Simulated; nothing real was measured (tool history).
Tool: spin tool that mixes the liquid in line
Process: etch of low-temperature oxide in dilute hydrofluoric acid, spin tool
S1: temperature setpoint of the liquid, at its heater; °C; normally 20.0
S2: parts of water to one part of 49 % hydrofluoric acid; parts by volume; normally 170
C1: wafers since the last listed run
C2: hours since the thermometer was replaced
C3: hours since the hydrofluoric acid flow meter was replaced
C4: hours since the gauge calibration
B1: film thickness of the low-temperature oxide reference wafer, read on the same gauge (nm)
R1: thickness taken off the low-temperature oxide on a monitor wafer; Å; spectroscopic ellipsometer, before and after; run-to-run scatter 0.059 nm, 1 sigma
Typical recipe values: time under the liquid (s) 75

Run 1, hour 0.0: usual settings but S1 22.0 °C; C1 0; C2 673.7; C3 226.7; C4 1980.0; B1 129.98. Result: R1 62.4 Å.
Run 2, hour 80.6: usual settings but S1 22.0 °C; C1 1191; C2 754.3; C3 307.3; C4 2060.6; B1 130.02. Result: R1 62.1 Å.
Run 3, hour 127.0: usual settings but S1 22.0 °C; C1 686; C2 800.7; C3 353.7; C4 2107.0; B1 129.99. Result: R1 62.1 Å.
Run 4, hour 173.3: usual settings but S1 19.0 °C, S2 140 parts by volume; C1 684; C2 847.0; C3 400.0; C4 2153.3; B1 129.99. Result: R1 68.4 Å.
Run 5, hour 252.8: usual settings but time under the liquid (s) 55; C1 1175; C2 926.5; C3 479.5; C4 2232.8; B1 130.01. Result: R1 41.3 Å.
Run 6, hour 292.7: usual settings but time under the liquid (s) 55; C1 589; C2 966.4; C3 519.4; C4 2272.7; B1 129.98. Result: R1 41.5 Å.
Run 7, hour 370.6: usual settings; C1 1151; C2 1044.3; C3 597.3; C4 2350.6; B1 129.99. Result: R1 56.5 Å.
Run 8, hour 439.8: usual settings; C1 1023; C2 1113.5; C3 666.5; C4 2419.8; B1 129.99. Result: R1 56.7 Å.
Run 9, hour 486.3: usual settings but S2 195 parts by volume, time under the liquid (s) 90; C1 687; C2 1160.0; C3 713.0; C4 2466.3; B1 130.02. Result: R1 57.8 Å.
Run 10, hour 539.2: usual settings but S2 195 parts by volume, time under the liquid (s) 90; C1 782; C2 1212.9; C3 765.9; C4 2519.2; B1 129.97. Result: R1 58.0 Å.
Run 11, hour 585.7: usual settings; C1 687; C2 1259.4; C3 812.4; C4 2565.7; B1 130.02. Result: R1 55.8 Å.
Run 12, hour 627.9: usual settings but time under the liquid (s) 95; C1 623; C2 1301.6; C3 854.6; C4 2607.9; B1 130.01. Result: R1 71.0 Å.
At hour 645.2: thermometer replaced.
Run 13, hour 664.6: usual settings but time under the liquid (s) 95; C1 527; C2 19.4; C3 891.3; C4 2644.6; B1 129.98. Result: R1 79.8 Å.
Run 14, hour 741.8: usual settings but time under the liquid (s) 95; C1 1141; C2 96.6; C3 968.5; C4 2721.8; B1 130.00. Result: R1 79.1 Å.
Run 15, hour 800.6: usual settings; C1 869; C2 155.4; C3 1027.3; C4 2780.6; B1 129.99. Result: R1 63.0 Å.
Run 16, hour 865.6: usual settings; C1 961; C2 220.4; C3 1092.3; C4 2845.6; B1 130.01. Result: R1 62.5 Å.
Run 17, hour 943.5: usual settings but S1 22.5 °C, time under the liquid (s) 95; C1 1151; C2 298.3; C3 1170.2; C4 2923.5; B1 130.00. Result: R1 86.3 Å.
At hour 971.1: gauge calibrated.
Run 18, hour 1026.1: usual settings; C1 1221; C2 380.9; C3 1252.8; C4 55.0; B1 129.99. Result: R1 61.1 Å.
Run 19, hour 1076.6: usual settings but S2 235 parts by volume; C1 746; C2 431.4; C3 1303.3; C4 105.5; B1 130.01. Result: R1 42.2 Å.
Run 20, hour 1180.2: usual settings but S1 23.5 °C, S2 225 parts by volume, time under the liquid (s) 40; C1 1531; C2 535.0; C3 1406.9; C4 209.1; B1 130.02. Result: R1 26.5 Å.
Run 21, hour 1281.1: usual settings but S1 17.0 °C, S2 225 parts by volume, time under the liquid (s) 60; C1 1491; C2 635.9; C3 1507.8; C4 310.0; B1 130.00. Result: R1 31.2 Å.
Run 22, hour 1335.2: usual settings but S1 23.0 °C, S2 220 parts by volume, time under the liquid (s) 50; C1 799; C2 690.0; C3 1561.9; C4 364.1; B1 129.97. Result: R1 33.0 Å.
Run 23, hour 1413.3: usual settings but S1 17.0 °C; C1 1154; C2 768.1; C3 1640.0; C4 442.2; B1 129.98. Result: R1 53.0 Å.
Run 24, hour 1473.4: usual settings but S1 23.5 °C, S2 205 parts by volume, time under the liquid (s) 90; C1 888; C2 828.2; C3 1700.1; C4 502.3; B1 130.00. Result: R1 66.4 Å.
Run 25, hour 1542.7: usual settings but S2 250 parts by volume, time under the liquid (s) 110; C1 1024; C2 897.5; C3 1769.4; C4 571.6; B1 129.98. Result: R1 55.9 Å.
Run 26, hour 1604.1: usual settings; C1 907; C2 958.9; C3 1830.8; C4 633.0; B1 129.99. Result: R1 59.5 Å.
Run 27, hour 1673.3: usual settings but time under the liquid (s) 120; C1 1023; C2 1028.1; C3 1900.0; C4 702.2; B1 129.98. Result: R1 94.7 Å.
At hour 1762.4: hydrofluoric acid flow meter replaced.
At hour 1912.5: thermometer replaced.
Run 28, hour 1944.1: usual settings but S1 22.5 °C; C1 3974; C2 31.6; C3 181.7; C4 973.0; B1 129.99. Result: R1 67.1 Å.
Run 29, hour 2038.9: usual settings but S1 17.0 °C, S2 205 parts by volume, time under the liquid (s) 60; C1 1401; C2 126.4; C3 276.5; C4 1067.8; B1 129.98. Result: R1 34.8 Å.
Run 30, hour 2122.9: usual settings but S1 23.5 °C, S2 220 parts by volume, time under the liquid (s) 55; C1 1242; C2 210.4; C3 360.5; C4 1151.8; B1 130.00. Result: R1 37.5 Å.
Run 31, hour 2228.1: usual settings; C1 1555; C2 315.6; C3 465.7; C4 1257.0; B1 129.99. Result: R1 59.7 Å.
Run 32, hour 2328.8: usual settings but time under the liquid (s) 30; C1 1489; C2 416.3; C3 566.4; C4 1357.7; B1 130.01. Result: R1 24.0 Å.

Hidden state, per run?
gauge reads high (%): 0 on each run
H1: liquid colder than its thermometer reads (K)
H2: hydrofluoric acid flow above the setpoint (%)
run     H1     H2
  1   1.47  0.864
  2   1.64   1.16
  3   1.74   1.33
  4   1.84    1.5
  5   2.01   1.79
  6    2.1   1.94
  7   2.26   2.23
  8   2.41   2.48
  9   2.51   2.65
 10   2.62   2.85
 11   2.72   3.02
 12   2.81   3.17
 13  0.112   3.31
 14  0.277   3.59
 15  0.402   3.81
 16   0.54   4.04
 17  0.706   4.33
 18  0.882   4.63
 19  0.989   4.82
 20   1.21    5.2
 21   1.42   5.57
 22   1.54   5.77
 23   1.71   6.06
 24   1.83   6.28
 25   1.98   6.53
 26   2.11   6.76
 27   2.26   7.01
 28  0.282   1.31
 29  0.484   1.66
 30  0.662   1.97
 31  0.886   2.36
 32    1.1   2.73

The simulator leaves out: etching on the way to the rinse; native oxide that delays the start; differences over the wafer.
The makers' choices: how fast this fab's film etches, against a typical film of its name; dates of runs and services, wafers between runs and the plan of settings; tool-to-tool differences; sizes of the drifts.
